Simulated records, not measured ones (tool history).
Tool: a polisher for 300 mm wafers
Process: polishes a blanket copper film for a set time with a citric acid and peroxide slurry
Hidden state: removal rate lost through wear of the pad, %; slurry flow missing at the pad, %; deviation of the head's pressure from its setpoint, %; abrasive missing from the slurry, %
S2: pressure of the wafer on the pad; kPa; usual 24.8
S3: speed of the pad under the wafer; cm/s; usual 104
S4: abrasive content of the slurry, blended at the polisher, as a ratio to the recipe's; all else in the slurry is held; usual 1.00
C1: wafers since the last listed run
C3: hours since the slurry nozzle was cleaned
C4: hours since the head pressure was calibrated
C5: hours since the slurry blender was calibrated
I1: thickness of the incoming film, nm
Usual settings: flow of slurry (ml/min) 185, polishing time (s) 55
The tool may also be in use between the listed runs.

run 1 hour=0.0 | flow_of_slurry_(ml/min)=185 S2=24.8 S3=104 S4=1.00 polishing_time_(s)=55 | C1=0 wafers_polished_on_this_pad=350 C3=200.4 C4=212.9 C5=117.9 | I1=1114.7 | film_removed_(angstrom)=1239
run 2 hour=15.5 | flow_of_slurry_(ml/min)=185 S2=24.8 S3=104 S4=1.00 polishing_time_(s)=55 | C1=183 wafers_polished_on_this_pad=533 C3=215.9 C4=228.4 C5=133.4 | I1=1098.0 | film_removed_(angstrom)=1238
run 3 hour=44.5 | flow_of_slurry_(ml/min)=185 S2=24.8 S3=104 S4=1.00 polishing_time_(s)=55 | C1=342 wafers_polished_on_this_pad=875 C3=244.9 C4=257.4 C5=162.4 | I1=1109.5 | film_removed_(angstrom)=1240
run 4 hour=70.3 | flow_of_slurry_(ml/min)=185 S2=24.8 S3=104 S4=1.00 polishing_time_(s)=55 | C1=304 wafers_polished_on_this_pad=1180 C3=270.7 C4=283.2 C5=188.2 | I1=1122.9 | film_removed_(angstrom)=1247
run 5 hour=93.8 | flow_of_slurry_(ml/min)=185 S2=24.8 S3=104 S4=1.00 polishing_time_(s)=55 | C1=277 wafers_polished_on_this_pad=1458 C3=294.2 C4=306.7 C5=211.7 | I1=1105.0 | film_removed_(angstrom)=1235
run 6 hour=116.0 | flow_of_slurry_(ml/min)=185 S2=24.8 S3=104 S4=1.20 polishing_time_(s)=55 | C1=262 wafers_polished_on_this_pad=1720 C3=316.4 C4=328.9 C5=233.9 | I1=1097.0 | film_removed_(angstrom)=1224
-- hour=144.6 worn pad replaced by a new one
run 7 hour=150.7 | flow_of_slurry_(ml/min)=185 S2=24.8 S3=104 S4=1.15 polishing_time_(s)=55 | C1=362 wafers_polished_on_this_pad=72 C3=351.1 C4=363.6 C5=268.6 | I1=1106.4 | film_removed_(angstrom)=1206
-- hour=163.6 slurry nozzle cleaned
run 8 hour=212.6 | flow_of_slurry_(ml/min)=185 S2=24.8 S3=104 S4=1.15 polishing_time_(s)=55 | C1=719 wafers_polished_on_this_pad=791 C3=49.0 C4=425.5 C5=330.5 | I1=1109.9 | film_removed_(angstrom)=1194
-- hour=221.2 slurry blender recalibrated
-- hour=281.8 head pressure recalibrated
-- hour=286.9 worn pad replaced by a new one
run 9 hour=310.9 | flow_of_slurry_(ml/min)=185 S2=24.8 S3=104 S4=1.15 polishing_time_(s)=55 | C1=1066 wafers_polished_on_this_pad=282 C3=147.3 C4=29.1 C5=89.7 | I1=1103.9 | film_removed_(angstrom)=1259
run 10 hour=338.3 | flow_of_slurry_(ml/min)=185 S2=24.8 S3=104 S4=1.00 polishing_time_(s)=48 | C1=323 wafers_polished_on_this_pad=606 C3=174.7 C4=56.5 C5=117.1 | I1=1128.7 | film_removed_(angstrom)=1068
run 11 hour=363.5 | flow_of_slurry_(ml/min)=185 S2=24.8 S3=104 S4=1.00 polishing_time_(s)=48 | C1=297 wafers_polished_on_this_pad=904 C3=199.9 C4=81.7 C5=142.3 | I1=1103.6 | film_removed_(angstrom)=1073
run 12 hour=377.0 | flow_of_slurry_(ml/min)=185 S2=24.8 S3=104 S4=1.25 polishing_time_(s)=55 | C1=159 wafers_polished_on_this_pad=1063 C3=213.4 C4=95.2 C5=155.8 | I1=1122.4 | film_removed_(angstrom)=1293
run 13 hour=401.6 | flow_of_slurry_(ml/min)=185 S2=24.8 S3=104 S4=1.25 polishing_time_(s)=55 | C1=290 wafers_polished_on_this_pad=1354 C3=238.0 C4=119.8 C5=180.4 | I1=1146.0 | film_removed_(angstrom)=1290
run 14 hour=420.2 | flow_of_slurry_(ml/min)=185 S2=24.8 S3=104 S4=1.00 polishing_time_(s)=55 | C1=219 wafers_polished_on_this_pad=1574 C3=256.6 C4=138.4 C5=199.0 | I1=1129.6 | film_removed_(angstrom)=1236
-- hour=436.0 worn pad replaced by a new one
run 15 hour=438.8 | flow_of_slurry_(ml/min)=185 S2=24.8 S3=104 S4=1.00 polishing_time_(s)=55 | C1=172 wafers_polished_on_this_pad=32 C3=275.2 C4=157.0 C5=217.6 | I1=1112.6 | film_removed_(angstrom)=1222
run 16 hour=451.2 | flow_of_slurry_(ml/min)=185 S2=24.8 S3=136 S4=1.30 polishing_time_(s)=55 | C1=146 wafers_polished_on_this_pad=179 C3=287.6 C4=169.4 C5=230.0 | I1=1131.3 | film_removed_(angstrom)=1609
run 17 hour=466.1 | flow_of_slurry_(ml/min)=165 S2=32.4 S3=104 S4=1.00 polishing_time_(s)=50 | C1=176 wafers_polished_on_this_pad=355 C3=302.5 C4=184.3 C5=244.9 | I1=1126.7 | film_removed_(angstrom)=1398
run 18 hour=488.4 | flow_of_slurry_(ml/min)=150 S2=30.3 S3=104 S4=1.00 polishing_time_(s)=55 | C1=263 wafers_polished_on_this_pad=618 C3=324.8 C4=206.6 C5=267.2 | I1=1135.8 | film_removed_(angstrom)=1409
-- hour=493.4 slurry nozzle cleaned
run 19 hour=501.8 | flow_of_slurry_(ml/min)=185 S2=28.3 S3=74 S4=1.00 polishing_time_(s)=55 | C1=146 wafers_polished_on_this_pad=765 C3=8.4 C4=220.0 C5=280.6 | I1=1122.6 | film_removed_(angstrom)=1058
run 20 hour=535.3 | flow_of_slurry_(ml/min)=185 S2=24.8 S3=104 S4=1.00 polishing_time_(s)=55 | C1=395 wafers_polished_on_this_pad=1161 C3=41.9 C4=253.5 C5=314.1 | I1=1115.0 | film_removed_(angstrom)=1187
run 21 hour=563.4 | flow_of_slurry_(ml/min)=185 S2=27.6 S3=124 S4=1.25 polishing_time_(s)=42 | C1=331 wafers_polished_on_this_pad=1493 C3=70.0 C4=281.6 C5=342.2 | I1=1141.8 | film_removed_(angstrom)=1190
-- hour=573.0 slurry blender recalibrated
run 22 hour=576.2 | flow_of_slurry_(ml/min)=130 S2=33.8 S3=68 S4=1.00 polishing_time_(s)=44 | C1=127 wafers_polished_on_this_pad=1620 C3=82.8 C4=294.4 C5=3.2 | I1=1121.9 | film_removed_(angstrom)=924
-- hour=587.4 worn pad replaced by a new one
run 23 hour=591.9 | flow_of_slurry_(ml/min)=185 S2=24.8 S3=86 S4=1.00 polishing_time_(s)=55 | C1=138 wafers_polished_on_this_pad=53 C3=98.5 C4=310.1 C5=18.9 | I1=1117.7 | film_removed_(angstrom)=1092
run 24 hour=610.0 | flow_of_slurry_(ml/min)=185 S2=24.8 S3=104 S4=1.00 polishing_time_(s)=50 | C1=213 wafers_polished_on_this_pad=267 C3=116.6 C4=328.2 C5=37.0 | I1=1121.0 | film_removed_(angstrom)=1115
run 25 hour=629.9 | flow_of_slurry_(ml/min)=185 S2=24.8 S3=104 S4=1.00 polishing_time_(s)=55 | C1=235 wafers_polished_on_this_pad=502 C3=136.5 C4=348.1 C5=56.9 | I1=1126.7 | film_removed_(angstrom)=1244
run 26 hour=660.7 | flow_of_slurry_(ml/min)=185 S2=18.6 S3=130 S4=1.00 polishing_time_(s)=55 | C1=363 wafers_polished_on_this_pad=866 C3=167.3 C4=378.9 C5=87.7 | I1=1131.4 | film_removed_(angstrom)=1127
run 27 hour=680.4 | flow_of_slurry_(ml/min)=185 S2=24.8 S3=104 S4=1.00 polishing_time_(s)=55 | C1=232 wafers_polished_on_this_pad=1098 C3=187.0 C4=398.6 C5=107.4 | I1=1139.6 | film_removed_(angstrom)=1222
run 28 hour=713.7 | flow_of_slurry_(ml/min)=150 S2=30.3 S3=104 S4=1.00 polishing_time_(s)=55 | C1=393 wafers_polished_on_this_pad=1492 C3=220.3 C4=431.9 C5=140.7 | I1=1140.4 | film_removed_(angstrom)=1475
-- hour=721.3 worn pad replaced by a new one
run 29 hour=735.1 | flow_of_slurry_(ml/min)=185 S2=24.8 S3=104 S4=1.00 polishing_time_(s)=55 | C1=205 wafers_polished_on_this_pad=163 C3=241.7 C4=453.3 C5=162.1 | I1=1140.2 | film_removed_(angstrom)=1218
run 30 hour=770.2 | flow_of_slurry_(ml/min)=215 S2=24.8 S3=132 S4=1.00 polishing_time_(s)=48 | C1=414 wafers_polished_on_this_pad=577 C3=276.8 C4=488.4 C5=197.2 | I1=1127.4 | film_removed_(angstrom)=1340

3 ways to go on from here, each from the tool as it stands after run 30. What would each give?
run A hour=770.6 | flow_of_slurry_(ml/min)=185 S2=26.9 S3=104 S4=1.00 polishing_time_(s)=55 | C1=4 wafers_polished_on_this_pad=582 C3=277.2 C4=488.8 C5=197.6 | I1=1119.8 | film_removed_(angstrom)=?
run B hour=770.6 | flow_of_slurry_(ml/min)=185 S2=24.8 S3=120 S4=1.00 polishing_time_(s)=49 | C1=4 wafers_polished_on_this_pad=582 C3=277.2 C4=488.8 C5=197.6 | I1=1119.8 | film_removed_(angstrom)=?
run C hour=770.6 | flow_of_slurry_(ml/min)=185 S2=24.8 S3=80 S4=1.30 polishing_time_(s)=66 | C1=4 wafers_polished_on_this_pad=582 C3=277.2 C4=488.8 C5=197.6 | I1=1119.8 | film_removed_(angstrom)=?

run=A film_removed_(angstrom)=1338
run=B film_removed_(angstrom)=1240
run=C film_removed_(angstrom)=1259
Without the tool's hidden state the same runs would have given:
run=A film_removed_(angstrom)=1378
run=B film_removed_(angstrom)=1277
run=C film_removed_(angstrom)=1298
